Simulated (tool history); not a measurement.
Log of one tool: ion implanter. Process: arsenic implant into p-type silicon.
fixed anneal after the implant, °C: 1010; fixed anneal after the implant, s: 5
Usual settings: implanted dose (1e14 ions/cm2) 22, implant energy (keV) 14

run,hour,implanted dose (1e14 ions/cm2),implant energy (keV),wafers since the last listed run,hours since the last dose calibration,hours since the extraction supply was calibrated,hours since the gauge calibration,"read-back reference wafer on the same gauge, sheet resistance",sheet resistance of the implanted and annealed layer (ohm/square)
1,0,20.31,14,0,1999,1726.6,143.6,155.03,138.77
2,7.5,22,12.5,169,2006.5,1734.1,151.1,155.05,142.84
3,18.5,22,12.5,249,2017.5,1745.1,162.1,155.01,143.19
4,35.1,22,12.5,375,2034.1,1761.7,178.7,154.99,142.47
5,42.8,23.56,10.5,174,2041.8,1769.4,186.4,154.97,149.61
6,50.8,22,14,181,2049.8,1777.4,194.4,154.94,137.29
7,65.9,22,14,342,2064.9,1792.5,209.5,155,137.23
8,81.9,23.54,13,362,2080.9,1808.5,225.5,154.94,140.22
9,89.8,23.54,13,178,2088.8,1816.4,233.4,154.98,139.95
10,98.1,23.54,13,187,2097.1,1824.7,241.7,154.93,139.88
11,115.7,22,14,398,2114.7,1842.3,259.3,154.96,137.41
# hour 140.5: extraction supply calibrated
12,166.3,22,14,964,2165.3,25.8,309.9,154.91,137.68
13,172.7,22,14,144,2171.7,32.2,316.3,155.03,137.76
14,180,22,14,165,2179,39.5,323.6,154.96,137.45
15,191.1,22,14,251,2190.1,50.6,334.7,154.88,137.39
16,197.9,27.74,10,154,2196.9,57.4,341.5,155.01,148.66
17,224.8,19.26,17.5,609,2223.8,84.3,368.4,155.06,127.43
18,244.3,22,14,441,2243.3,103.8,387.9,155,136.78
19,255.5,27.29,14,253,2254.5,115,399.1,154.96,134.64
# hour 261.2: gauge calibrated
20,266.5,20.06,12.5,249,2265.5,126,5.3,154.95,144.24
21,278,22,14,260,2277,137.5,16.8,154.92,137.17
# hour 300.6: Faraday cup replaced and dose calibrated
22,301.1,18.88,10.5,342,0.5,160.6,39.9,154.96,153.78
23,310.2,27.82,14,206,9.6,169.7,49,155,134.23
24,317.5,17.48,16.5,165,16.9,177,56.3,155.08,132.45
25,333.1,27.38,10,353,32.5,192.6,71.9,154.98,149.26
26,341.1,17.42,14,181,40.5,200.6,79.9,155.01,141.37
27,373.7,18.47,17.5,738,73.1,233.2,112.5,154.95,128.15
28,389.9,23.97,18,366,89.3,249.4,128.7,154.99,122.76
29,405.4,22,14,351,104.8,264.9,144.2,154.91,137.23
30,418.6,15.81,12.5,298,118,278.1,157.4,155.02,149.38

What the log doesn't show, run by run:
deviation of the true dose from the Faraday cup's reading, %: 0 in every run
deviation of the true energy from its setpoint, %: 0 in every run
gauge reads high (%): 0 in every run
